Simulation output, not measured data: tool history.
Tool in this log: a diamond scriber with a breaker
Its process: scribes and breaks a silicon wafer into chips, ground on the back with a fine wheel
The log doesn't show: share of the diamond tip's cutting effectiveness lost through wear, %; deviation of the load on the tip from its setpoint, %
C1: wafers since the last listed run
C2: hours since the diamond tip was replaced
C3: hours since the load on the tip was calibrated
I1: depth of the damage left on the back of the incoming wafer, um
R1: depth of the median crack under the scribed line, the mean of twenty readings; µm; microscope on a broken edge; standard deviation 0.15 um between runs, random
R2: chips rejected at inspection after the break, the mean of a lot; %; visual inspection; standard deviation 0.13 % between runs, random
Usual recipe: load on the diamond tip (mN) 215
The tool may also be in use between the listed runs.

{"run": 1, "hour": 0.0, "load on the diamond tip (mN)": 215, "C1": 0, "C2": 393.8, "C3": 448.8, "I1": 2.93, "R1": 13.62, "R2": 3.24}
{"run": 2, "hour": 48.2, "load on the diamond tip (mN)": 215, "C1": 278, "C2": 442, "C3": 497, "I1": 2.26, "R1": 13.66, "R2": 3.01}
{"run": 3, "hour": 133.2, "load on the diamond tip (mN)": 215, "C1": 491, "C2": 527, "C3": 582, "I1": 1.78, "R1": 13.5, "R2": 2.92}
{"hour": 214.3, "done": "diamond tip replaced by a new one"}
{"run": 4, "hour": 228.3, "load on the diamond tip (mN)": 215, "C1": 538, "C2": 14, "C3": 677.1, "I1": 2.46, "R1": 14.38, "R2": 2.51}
{"run": 5, "hour": 318.7, "load on the diamond tip (mN)": 215, "C1": 522, "C2": 104.4, "C3": 767.5, "I1": 1.58, "R1": 14.38, "R2": 2.18}
{"run": 6, "hour": 412.5, "load on the diamond tip (mN)": 179, "C1": 542, "C2": 198.2, "C3": 861.3, "I1": 2.93, "R1": 12.85, "R2": 5.59}
{"run": 7, "hour": 495.7, "load on the diamond tip (mN)": 179, "C1": 481, "C2": 281.4, "C3": 944.5, "I1": 2.06, "R1": 12.83, "R2": 4.91}
{"run": 8, "hour": 559.1, "load on the diamond tip (mN)": 179, "C1": 366, "C2": 344.8, "C3": 1007.9, "I1": 2.9, "R1": 12.79, "R2": 6.65}
{"hour": 709.4, "done": "load on the tip recalibrated"}
{"hour": 766.6, "done": "diamond tip replaced by a new one"}
{"run": 9, "hour": 787.3, "load on the diamond tip (mN)": 215, "C1": 1296, "C2": 20.7, "C3": 77.9, "I1": 2.25, "R1": 14.57, "R2": 1.95}
{"run": 10, "hour": 871.3, "load on the diamond tip (mN)": 215, "C1": 485, "C2": 104.7, "C3": 161.9, "I1": 1.69, "R1": 14.58, "R2": 2.2}
{"run": 11, "hour": 975.4, "load on the diamond tip (mN)": 161, "C1": 602, "C2": 208.8, "C3": 266, "I1": 1.63, "R1": 12.3, "R2": 6.52}
{"run": 12, "hour": 1027.6, "load on the diamond tip (mN)": 215, "C1": 301, "C2": 261, "C3": 318.2, "I1": 1.69, "R1": 14.04, "R2": 2.1}
{"run": 13, "hour": 1116.5, "load on the diamond tip (mN)": 252, "C1": 514, "C2": 349.9, "C3": 407.1, "I1": 2.96, "R1": 15.33, "R2": 2.84}
{"run": 14, "hour": 1197.8, "load on the diamond tip (mN)": 241, "C1": 470, "C2": 431.2, "C3": 488.4, "I1": 2.08, "R1": 14.66, "R2": 2.17}
{"run": 15, "hour": 1253.7, "load on the diamond tip (mN)": 273, "C1": 323, "C2": 487.1, "C3": 544.3, "I1": 1.89, "R1": 15.92, "R2": 2.87}
{"hour": 1283.3, "done": "diamond tip replaced by a new one"}
{"run": 16, "hour": 1353.1, "load on the diamond tip (mN)": 158, "C1": 563, "C2": 69.8, "C3": 643.7, "I1": 1.89, "R1": 12.07, "R2": 7.79}
{"run": 17, "hour": 1447.4, "load on the diamond tip (mN)": 243, "C1": 545, "C2": 164.1, "C3": 738, "I1": 1.91, "R1": 14.94, "R2": 2.28}
{"run": 18, "hour": 1532.9, "load on the diamond tip (mN)": 215, "C1": 494, "C2": 249.6, "C3": 823.5, "I1": 2.63, "R1": 14.17, "R2": 2.66}
{"run": 19, "hour": 1592.6, "load on the diamond tip (mN)": 192, "C1": 345, "C2": 309.3, "C3": 883.2, "I1": 2.05, "R1": 13.32, "R2": 3.97}

5 options for the next run, each taken on its own from the tool as it stands now. Forecast them:
{"run": "A", "hour": 1593.1, "load on the diamond tip (mN)": 278, "C1": 2, "C2": 309.8, "C3": 883.7, "I1": 2.4, "R1": "?", "R2": "?"}
{"run": "B", "hour": 1593.1, "load on the diamond tip (mN)": 155, "C1": 2, "C2": 309.8, "C3": 883.7, "I1": 2.4, "R1": "?", "R2": "?"}
{"run": "C", "hour": 1593.1, "load on the diamond tip (mN)": 175, "C1": 2, "C2": 309.8, "C3": 883.7, "I1": 2.4, "R1": "?", "R2": "?"}
{"run": "D", "hour": 1593.1, "load on the diamond tip (mN)": 239, "C1": 2, "C2": 309.8, "C3": 883.7, "I1": 2.4, "R1": "?", "R2": "?"}
{"run": "E", "hour": 1593.1, "load on the diamond tip (mN)": 151, "C1": 2, "C2": 309.8, "C3": 883.7, "I1": 2.4, "R1": "?", "R2": "?"}

run=A R1=16.01 R2=3.31
run=B R1=11.75 R2=9.22
run=C R1=12.49 R2=6.01
run=D R1=14.73 R2=2.27
run=E R1=11.6 R2=10.01
What these runs would have given with no unlogged condition in the tool:
run=A R1=16.83 R2=4.87
run=B R1=12.36 R2=6.51
run=C R1=13.14 R2=4.07
run=D R1=15.49 R2=2.66
run=E R1=12.2 R2=7.15
